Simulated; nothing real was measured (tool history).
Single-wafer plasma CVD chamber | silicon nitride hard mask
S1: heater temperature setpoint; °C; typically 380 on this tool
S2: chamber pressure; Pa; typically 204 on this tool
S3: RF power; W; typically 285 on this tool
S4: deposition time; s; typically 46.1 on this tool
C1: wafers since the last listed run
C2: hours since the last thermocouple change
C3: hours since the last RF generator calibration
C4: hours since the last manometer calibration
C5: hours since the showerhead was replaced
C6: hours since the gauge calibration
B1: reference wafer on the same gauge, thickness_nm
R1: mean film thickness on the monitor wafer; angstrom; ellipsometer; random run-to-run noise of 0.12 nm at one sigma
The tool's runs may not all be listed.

run,hour,S1,S2,S3,S4,C1,C2,C3,C4,C5,C6,B1,R1
1,0.0,380,204,285,46.1,0,1712.1,947.5,272.2,122.3,2057.5,61.094,546.21
2,48.8,391,204,285,46.1,903,1760.9,996.3,321.0,171.1,2106.3,61.120,544.03
3,142.6,380,204,265,46.1,1736,1854.7,1090.1,414.8,264.9,2200.1,61.107,526.11
4,346.3,380,204,265,46.1,3770,2058.4,1293.8,618.5,468.6,2403.8,61.093,520.73
5,432.3,380,204,265,46.1,1591,2144.4,1379.8,704.5,554.6,2489.8,61.095,521.03
# hour 448.6: RF generator calibrated
6,496.4,380,204,285,46.1,1038,2208.5,47.8,768.6,618.7,2553.9,61.133,558.17
7,564.2,380,191,285,46.1,1254,2276.3,115.6,836.4,686.5,2621.7,61.125,551.31
# hour 567.6: gauge calibrated
8,616.3,380,204,285,49.4,964,2328.4,167.7,888.5,738.6,48.7,61.046,595.32
9,696.9,372,161,320,38.9,1491,2409.0,248.3,969.1,819.2,129.3,61.086,477.29
10,786.9,390,233,260,52.6,1665,2499.0,338.3,1059.1,909.2,219.3,61.149,616.92
11,862.5,380,157,260,46.1,1399,2574.6,413.9,1134.7,984.8,294.9,61.162,509.71
12,960.0,380,204,285,46.1,1804,2672.1,511.4,1232.2,1082.3,392.4,61.152,552.69
# hour 981.2: thermocouple changed; heater temperature recalibrated
13,1050.5,373,253,340,41.2,1526,69.3,601.9,1322.7,1172.8,482.9,61.037,557.97
14,1127.7,380,204,285,42.2,1428,146.5,679.1,1399.9,1250.0,560.1,61.078,505.63
15,1210.0,380,204,285,46.1,1523,228.8,761.4,1482.2,1332.3,642.4,61.128,553.00
16,1286.8,380,204,255,46.1,1421,305.6,838.2,1559.0,1409.1,719.2,61.135,521.78
17,1370.8,380,204,285,46.1,1554,389.6,922.2,1643.0,1493.1,803.2,61.025,549.90
18,1473.3,380,177,285,46.1,1897,492.1,1024.7,1745.5,1595.6,905.7,61.118,533.16
19,1517.7,380,204,285,51.2,821,536.5,1069.1,1789.9,1640.0,950.1,61.153,605.92
# hour 1612.1: capacitance manometer re-zeroed and calibrated
20,1612.4,380,247,310,38.4,1604,631.2,1163.8,0.3,1734.7,1044.8,61.162,486.73
21,1702.5,380,187,285,48.5,1667,721.3,1253.9,90.4,1824.8,1134.9,61.084,561.01
# hour 1711.9: RF generator calibrated
22,1792.4,386,177,285,37.5,1515,811.2,80.5,180.3,1914.7,1224.8,61.101,442.56
23,1843.4,393,204,285,46.1,943,862.2,131.5,231.3,1965.7,1275.8,61.134,553.63
24,1915.4,380,237,285,46.1,1332,934.2,203.5,303.3,2037.7,1347.8,61.098,571.16
25,1961.0,380,179,285,46.1,843,979.8,249.1,348.9,2083.3,1393.4,61.143,545.69
26,2048.7,380,227,285,46.1,1623,1067.5,336.8,436.6,2171.0,1481.1,61.098,563.85
27,2143.4,380,179,285,46.1,1752,1162.2,431.5,531.3,2265.7,1575.8,61.067,543.69
28,2184.5,367,204,285,46.1,760,1203.3,472.6,572.4,2306.8,1616.9,61.175,559.55
29,2282.6,380,168,285,46.1,1815,1301.4,570.7,670.5,2404.9,1715.0,61.074,536.63

Measured minus without-hidden-state, run by run (identical run-to-run variation in each term; gauge scatter may differ):
Hidden conditions of the tool in this case: wafer temperature above the value expected at the setpoint (K); delivered RF power above the setpoint (%); true pressure above the setpoint (%); gauge reads high (%).
run,R1
1,-9.33
2,-10.20
3,-12.15
4,-16.71
5,-18.99
6,-1.64
7,-1.73
8,-2.01
9,-1.82
10,-3.11
11,-3.07
12,-4.06
13,-4.90
14,-5.43
15,-7.07
16,-8.09
17,-9.61
18,-11.18
19,-13.69
20,-12.75
21,-16.98
22,-0.36
23,-0.55
24,-0.80
25,-0.95
26,-1.48
27,-2.09
28,-2.50
29,-3.32
